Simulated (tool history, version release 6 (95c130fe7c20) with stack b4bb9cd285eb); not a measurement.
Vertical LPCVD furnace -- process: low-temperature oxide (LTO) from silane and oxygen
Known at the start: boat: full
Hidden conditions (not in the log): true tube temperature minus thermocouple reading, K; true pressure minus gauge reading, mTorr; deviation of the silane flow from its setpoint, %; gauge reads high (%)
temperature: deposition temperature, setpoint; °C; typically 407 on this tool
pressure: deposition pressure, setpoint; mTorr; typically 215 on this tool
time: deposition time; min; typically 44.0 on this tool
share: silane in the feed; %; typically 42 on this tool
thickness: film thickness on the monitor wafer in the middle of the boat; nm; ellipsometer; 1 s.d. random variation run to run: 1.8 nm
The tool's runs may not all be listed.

run     day  temperature  pressure  time  share  wafers since the last listed run  hours since the last temperature calibration  hours since the pressure gauge was zeroed  hours since the silane flow controller was replaced  hours since the gauge calibration  read-back reference wafer on the same gauge, thickness  thickness
  1   0.000          400       235  44.0     42                                 0                                        3410.2                                      996.3                                               4478.2                              548.7                                                  486.93     485.66
  2   2.450          400       235  44.0     42                               828                                        3469.0                                     1055.1                                               4537.0                              607.5                                                  487.13     486.40
  3   5.267          407       215  44.0     42                               952                                        3536.6                                     1122.7                                               4604.6                              675.1                                                  486.96     475.21
  4   7.562          407       215  44.0     42                               776                                        3591.7                                     1177.8                                               4659.7                              730.2                                                  487.10     476.52
  5   8.775          407       215  44.0     42                               409                                        3620.8                                     1206.9                                               4688.8                              759.3                                                  487.14     475.46
  6  13.617          399       215  44.0     42                              1636                                        3737.0                                     1323.1                                               4805.0                              875.5                                                  487.04     437.98
  7  15.642          407       255  44.0     42                               684                                        3785.6                                     1371.7                                               4853.6                              924.1                                                  486.86     563.53
  8  17.471          407       255  44.0     42                               618                                        3829.5                                     1415.6                                               4897.5                              968.0                                                  487.17     565.77
     19.867  -- gauge calibrated
  9  20.012          407       255  44.0     42                               859                                        3890.5                                     1476.6                                               4958.5                                3.5                                                  486.61     562.26
     21.938  -- silane flow controller replaced
 10  22.171          407       215  44.0     42                               391                                        3942.3                                     1528.4                                                  5.6                               55.3                                                  486.99     472.64
 11  24.833          407       215  35.0     38                               900                                        4006.2                                     1592.3                                                 69.5                              119.2                                                  488.05     334.12
 12  27.383          407       175  44.0     48                               862                                        4067.4                                     1653.5                                                130.7                              180.4                                                  486.92     436.04
     29.829  -- thermocouples replaced and temperature profile calibrated
 13  29.850          407       215  44.0     42                               495                                           0.5                                     1712.7                                                189.9                              239.6                                                  487.46     470.91
 14  30.962          413       215  44.0     42                               376                                          27.2                                     1739.4                                                216.6                              266.3                                                  486.88     498.97
 15  32.071          407       215  26.5     42                               374                                          53.8                                     1766.0                                                243.2                              292.9                                                  486.67     281.02
     33.492  -- pressure gauge zeroed
 16  34.183          403       215  44.0     45                               376                                         104.5                                       16.6                                                293.9                              343.6                                                  487.42     499.02
 17  35.392          399       215  44.0     42                               408                                         133.5                                       45.6                                                322.9                              372.6                                                  486.70     446.77
 18  37.700          410       235  44.0     46                               780                                         188.9                                      101.0                                                378.3                              428.0                                                  487.05     602.58
 19  38.775          398       255  44.0     50                               363                                         214.7                                      126.8                                                404.1                              453.8                                                  487.00     621.71
 20  39.888          401       165  53.0     49                               376                                         241.4                                      153.5                                                430.8                              480.5                                                  487.17     489.51
 21  41.875          413       215  44.0     42                               671                                         289.1                                      201.2                                                478.5                              528.2                                                  486.77     512.69

4 ways to go on from here, each from the tool as it stands after run 21. What would each give?
  A  42.083          416       215  44.0     42                                70                                         294.1                                      206.2                                                483.5                              533.2                                                       ?          ?
  B  42.083          407       190  44.0     42                                70                                         294.1                                      206.2                                                483.5                              533.2                                                       ?          ?
  C  42.083          407       260  50.0     36                                70                                         294.1                                      206.2                                                483.5                              533.2                                                       ?          ?
  D  42.083          402       200  38.0     46                                70                                         294.1                                      206.2                                                483.5                              533.2                                                       ?          ?

run  read-back reference wafer on the same gauge, thickness  thickness
  A                                                  486.73     531.82
  B                                                  486.73     428.17
  C                                                  486.73     553.17
  D                                                  486.73     406.03
With no hidden state in the tool, these same runs would have given:
run  thickness
  A     530.87
  B     427.31
  C     552.35
  D     405.25
